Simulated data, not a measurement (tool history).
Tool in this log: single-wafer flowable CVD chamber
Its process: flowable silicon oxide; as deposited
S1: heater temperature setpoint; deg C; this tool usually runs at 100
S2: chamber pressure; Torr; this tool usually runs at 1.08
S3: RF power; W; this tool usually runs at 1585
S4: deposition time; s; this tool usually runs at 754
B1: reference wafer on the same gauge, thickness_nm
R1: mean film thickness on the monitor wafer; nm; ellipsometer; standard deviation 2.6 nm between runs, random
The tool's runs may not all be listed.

run	hour	S1	S2	S3	S4	B1	R1
1	0.0	100	1.08	1585	754	634.500	543.688
2	50.0	100	1.08	1585	754	634.358	546.068
# hour 80.5: RF generator calibrated
3	81.0	100	1.08	1585	754	634.957	558.419
4	107.8	100	1.08	1585	647	634.921	481.368
5	147.1	100	1.08	1585	647	634.997	483.544
# hour 170.8: showerhead replaced
# hour 189.9: gauge calibrated
6	207.9	100	1.08	1585	647	635.661	482.768
7	254.0	100	1.08	1585	754	634.923	560.902
8	281.3	100	1.08	1585	754	634.538	560.236
9	339.4	100	1.08	1585	754	634.898	556.838
10	364.9	87	1.08	1735	754	634.780	838.742
11	402.5	100	1.08	1845	754	634.830	572.870
12	466.6	100	1.08	1445	696	634.892	501.726
13	524.6	100	1.08	1585	754	634.951	553.113
14	553.2	100	0.90	1670	754	634.149	464.020
15	609.6	100	1.30	1585	682	634.920	609.364
16	654.6	87	0.96	1885	896	635.825	897.048
17	690.5	96	1.34	1295	699	634.809	682.585
18	760.2	106	1.08	1585	892	634.209	546.145
19	787.6	112	0.84	1745	635	634.407	254.913
20	822.1	100	1.08	1585	754	635.850	554.074
# hour 855.0: thermocouple changed; heater temperature recalibrated
21	879.3	114	1.08	1670	754	634.901	370.177
22	904.3	100	1.27	1585	754	634.504	653.802
23	962.9	89	1.08	1585	754	634.462	767.565
24	1025.3	100	1.08	1585	647	634.724	478.840
25	1055.1	112	1.08	1585	754	635.034	387.053
26	1098.6	89	1.19	1585	604	634.990	687.253
27	1135.4	100	1.08	1585	754	635.027	553.082
28	1189.7	100	0.91	1585	754	635.607	464.371
29	1224.4	100	1.08	1430	754	635.114	537.756

Each row is a separate what-if for the run after 29, all from the same tool condition, not one after another. Results?
A	1225.0	100	1.08	1585	754	?	?
B	1225.0	89	1.08	1585	905	?	?
C	1225.0	96	1.34	1585	754	?	?

run	B1	R1
A	634.288	554.415
B	634.288	926.394
C	634.288	773.033
Stripped of hidden state, with their random variation kept, the same runs would have yielded:
run	R1
A	560.690
B	936.881
C	781.784

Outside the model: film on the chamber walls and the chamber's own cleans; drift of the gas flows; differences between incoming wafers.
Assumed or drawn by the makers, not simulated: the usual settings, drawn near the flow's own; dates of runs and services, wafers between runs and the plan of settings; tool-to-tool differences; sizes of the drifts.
